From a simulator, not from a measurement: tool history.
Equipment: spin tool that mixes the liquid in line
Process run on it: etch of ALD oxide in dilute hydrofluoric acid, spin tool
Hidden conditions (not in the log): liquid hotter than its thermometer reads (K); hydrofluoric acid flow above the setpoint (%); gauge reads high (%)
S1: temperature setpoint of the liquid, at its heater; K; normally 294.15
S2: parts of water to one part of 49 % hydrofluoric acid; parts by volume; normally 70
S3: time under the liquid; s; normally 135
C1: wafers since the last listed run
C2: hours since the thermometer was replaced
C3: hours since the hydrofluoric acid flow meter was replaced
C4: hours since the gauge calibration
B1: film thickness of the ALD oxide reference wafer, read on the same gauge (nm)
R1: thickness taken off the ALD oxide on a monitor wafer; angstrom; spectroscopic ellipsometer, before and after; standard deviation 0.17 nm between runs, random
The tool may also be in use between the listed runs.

run    hour      S1   S2   S3   C1      C2      C3      C4     B1     R1
  1       0  296.15   70  135    0  1559.8  1125.3  1089.5     60  211.3
  2    47.3  294.15   60  135  252  1607.1  1172.6  1136.8  60.01  229.2
       77.7  -- hydrofluoric acid flow meter replaced
  3   108.8  294.15   60  135  322  1668.6    31.1  1198.3  60.01  205.4
  4   158.4  294.15   60  135  264  1718.2    80.7  1247.9  60.03  205.8
  5   229.8  295.15   70  110  380  1789.6   152.1  1319.3  60.01    150
  6   300.5  295.15   70  110  377  1860.3   222.8    1390     60  149.3
  7   353.1  295.15   70  110  280  1912.9   275.4  1442.6  59.98  154.8
  8   385.7  293.15   70  135  173  1945.5     308  1475.2  59.98  170.7
  9   430.7  294.15   70  135  240  1990.5     353  1520.2     60  180.1
 10   491.4  294.15   70  135  323  2051.2   413.7  1580.9  59.98  182.9
 11   528.8  294.15   90  135  199  2088.6   451.1  1618.3  60.03    138
      541.5  -- thermometer replaced
 12   582.7  294.15   90  135  282    41.2     505  1672.2  59.97  137.9
 13   637.3  294.15   70  135  291    95.8   559.6  1726.8  60.01    186
 14     683  294.15   70  135  243   141.5   605.3  1772.5  59.98  184.1
 15   731.5  298.65  100  135  258     190   653.8    1821  59.99  151.4
 16   798.8  297.15   55  135  359   257.3   721.1  1888.3  60.01  271.5
 17   835.6  294.15   70  135  196   294.1   757.9  1925.1  60.01  189.2
      858.1  -- gauge calibrated
 18   891.6  294.15   70  135  298   350.1   813.9    33.5     60    189
 19   938.6  290.15   50  135  250   397.1   860.9    80.5  59.99  230.7
 20   971.4  294.15   35  185  175   429.9   893.7   113.3  59.99  546.8
 21  1026.6  295.15   70  110  294   485.1   948.9   168.5     60  161.8
 22  1059.7  294.15   70   95  176   518.2     982   201.6     60  135.4
       1080  -- hydrofluoric acid flow meter replaced
 23  1096.8  294.15   70  135  192   555.3    16.8   238.7  60.02  172.3
 24  1128.6  294.15   50  135  169   587.1    48.6   270.5  59.99  244.4
 25  1196.5  298.15   70  135  362     655   116.5   338.4     60  199.6
 26  1222.9  294.15   70  135  140   681.4   142.9   364.8  60.01  171.6
 27  1262.1  297.15   70  135  209   720.6   182.1     404  59.98  194.3
 28  1287.4  294.15   70   95  135   745.9   207.4   429.3  59.99  122.9
 29    1353  297.15   95  135  350   811.5     273   494.9  59.99  139.1
 30  1414.2  292.65   85  170  326   872.7   334.2   556.1  59.98  169.7
 31  1447.4  290.65   85  215  177   905.9   367.4   589.3  59.99  197.3
 32  1505.8  297.65  105  210  311   964.3   425.8   647.7  60.03  203.6
 33    1552  290.65   85  215  246  1010.5     472   693.9     60  197.5
 34  1622.4  294.15   60  175  375  1080.9   542.4   764.3     60  275.6
 35  1647.9  294.15   70  135  136  1106.4   567.9   789.8  59.99  176.5

For each entry between runs, how does the tool's hidden state at the last listed run before it compare with that at the first listed run after it?
Runs 2 to 3: hydrofluoric acid flow meter replaced (hour 77.7)
  hydrofluoric acid flow above the setpoint (%): 13.6 -> 2.76
  measured minus no-state result, R1: +29.2 -> +5.9 angstrom
Runs 11 to 12: thermometer replaced (hour 541.5)
  hydrofluoric acid flow above the setpoint (%): 6.97 -> 7.51
  measured minus no-state result, R1: +9.8 -> +10.6 angstrom
Runs 17 to 18: gauge calibrated (hour 858.1)
  hydrofluoric acid flow above the setpoint (%): 10.1 -> 10.6
  measured minus no-state result, R1: +18.6 -> +19.5 angstrom
Runs 22 to 23: hydrofluoric acid flow meter replaced (hour 1080)
  hydrofluoric acid flow above the setpoint (%): 12.3 -> 0.341
  measured minus no-state result, R1: +15.9 -> +0.6 angstrom
